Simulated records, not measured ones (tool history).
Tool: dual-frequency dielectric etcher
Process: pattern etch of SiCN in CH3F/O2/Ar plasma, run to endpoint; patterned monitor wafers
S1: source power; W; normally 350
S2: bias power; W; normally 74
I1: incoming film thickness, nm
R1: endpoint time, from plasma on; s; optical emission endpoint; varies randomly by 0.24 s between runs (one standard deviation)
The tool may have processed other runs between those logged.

| run | hour | S1 | S2 | I1 | R1 |
|---|---|---|---|---|---|
| 1 | 0.0 | 350 | 88 | 11.14 | 28.1 |
| 2 | 48.6 | 350 | 69 | 11.18 | 32.0 |
| 3 | 112.5 | 350 | 69 | 11.30 | 33.1 |
| 4 | 173.2 | 350 | 74 | 11.27 | 31.4 |
| 5 | 211.0 | 350 | 74 | 11.21 | 31.1 |
| 6 | 241.6 | 350 | 74 | 11.19 | 30.9 |
|  | 279.6 | wet clean of the chamber |
| 7 | 280.1 | 350 | 78 | 11.22 | 30.0 |
| 8 | 328.0 | 350 | 78 | 11.22 | 30.1 |
| 9 | 382.3 | 350 | 78 | 11.16 | 30.1 |
| 10 | 451.0 | 350 | 74 | 11.21 | 31.2 |
|  | 528.6 | upper electrode replaced |
| 11 | 529.1 | 350 | 74 | 11.09 | 30.7 |
| 12 | 575.5 | 350 | 74 | 11.23 | 30.8 |
| 13 | 602.8 | 390 | 74 | 11.21 | 29.8 |
| 14 | 660.7 | 350 | 74 | 11.23 | 31.0 |
| 15 | 697.4 | 350 | 66 | 11.17 | 32.8 |
|  | 732.6 | wet clean of the chamber |
| 16 | 741.9 | 350 | 74 | 11.36 | 31.3 |
| 17 | 790.4 | 290 | 74 | 11.15 | 32.4 |
|  | 814.7 | source power generator calibrated |
| 18 | 824.7 | 280 | 59 | 11.22 | 37.6 |
|  | 860.0 | bias power generator calibrated |
| 19 | 886.9 | 350 | 63 | 11.20 | 33.2 |
| 20 | 951.6 | 350 | 58 | 11.24 | 35.7 |
| 21 | 976.8 | 290 | 69 | 11.21 | 33.6 |
| 22 | 1027.0 | 350 | 74 | 11.25 | 30.2 |
| 23 | 1076.2 | 420 | 56 | 11.21 | 34.4 |
| 24 | 1113.2 | 350 | 86 | 11.15 | 27.4 |
| 25 | 1158.3 | 350 | 91 | 11.26 | 27.2 |
| 26 | 1198.1 | 350 | 74 | 11.15 | 30.2 |
| 27 | 1236.6 | 300 | 62 | 11.25 | 35.7 |
|  | 1290.3 | wet clean of the chamber |
|  | 1291.3 | bias power generator calibrated, repeated, since the last time left the tool worse |
| 28 | 1302.9 | 380 | 88 | 11.34 | 28.0 |
| 29 | 1358.2 | 280 | 59 | 11.20 | 38.3 |
| 30 | 1412.8 | 270 | 90 | 11.17 | 30.1 |
| 31 | 1456.6 | 260 | 64 | 11.08 | 36.4 |
| 32 | 1495.2 | 440 | 79 | 11.10 | 27.1 |
| 33 | 1558.1 | 260 | 61 | 11.03 | 37.8 |
| 34 | 1609.8 | 350 | 74 | 11.31 | 31.2 |

A few steps of R1 between consecutive runs. Split each: what settings, incoming material and random variation would produce without the hidden state, and what is left over for the hidden state, along with gauge scatter present in only one of the two compared results (measured, and without hidden state):
Hidden state at play: etch rate over this chamber's usual, %; source power that arrives over what is set, %; bias power that arrives over what is set, %.
Run 18 -> 19: S1 280 -> 350, S2 59 -> 63, bias power generator calibrated. R1 -4.4 s: hidden state -0.3, all else -4.1.
Run 26 -> 27: S1 350 -> 300, S2 74 -> 62. R1 +5.5 s: hidden state -0.2, all else +5.7.
Run 27 -> 28: S1 300 -> 380, S2 62 -> 88, wet clean of the chamber, bias power generator calibrated, repeated, since the last time left the tool worse. R1 -7.7 s: hidden state +1.1, all else -8.8.
Run 28 -> 29: S1 380 -> 280, S2 88 -> 59. R1 +10.3 s: hidden state -0.1, all else +10.4.
Run 31 -> 32: S1 260 -> 440, S2 64 -> 79. R1 -9.3 s: hidden state +0.0, all else -9.3.
Run 32 -> 33: S1 440 -> 260, S2 79 -> 61. R1 +10.7 s: hidden state -0.1, all else +10.8.

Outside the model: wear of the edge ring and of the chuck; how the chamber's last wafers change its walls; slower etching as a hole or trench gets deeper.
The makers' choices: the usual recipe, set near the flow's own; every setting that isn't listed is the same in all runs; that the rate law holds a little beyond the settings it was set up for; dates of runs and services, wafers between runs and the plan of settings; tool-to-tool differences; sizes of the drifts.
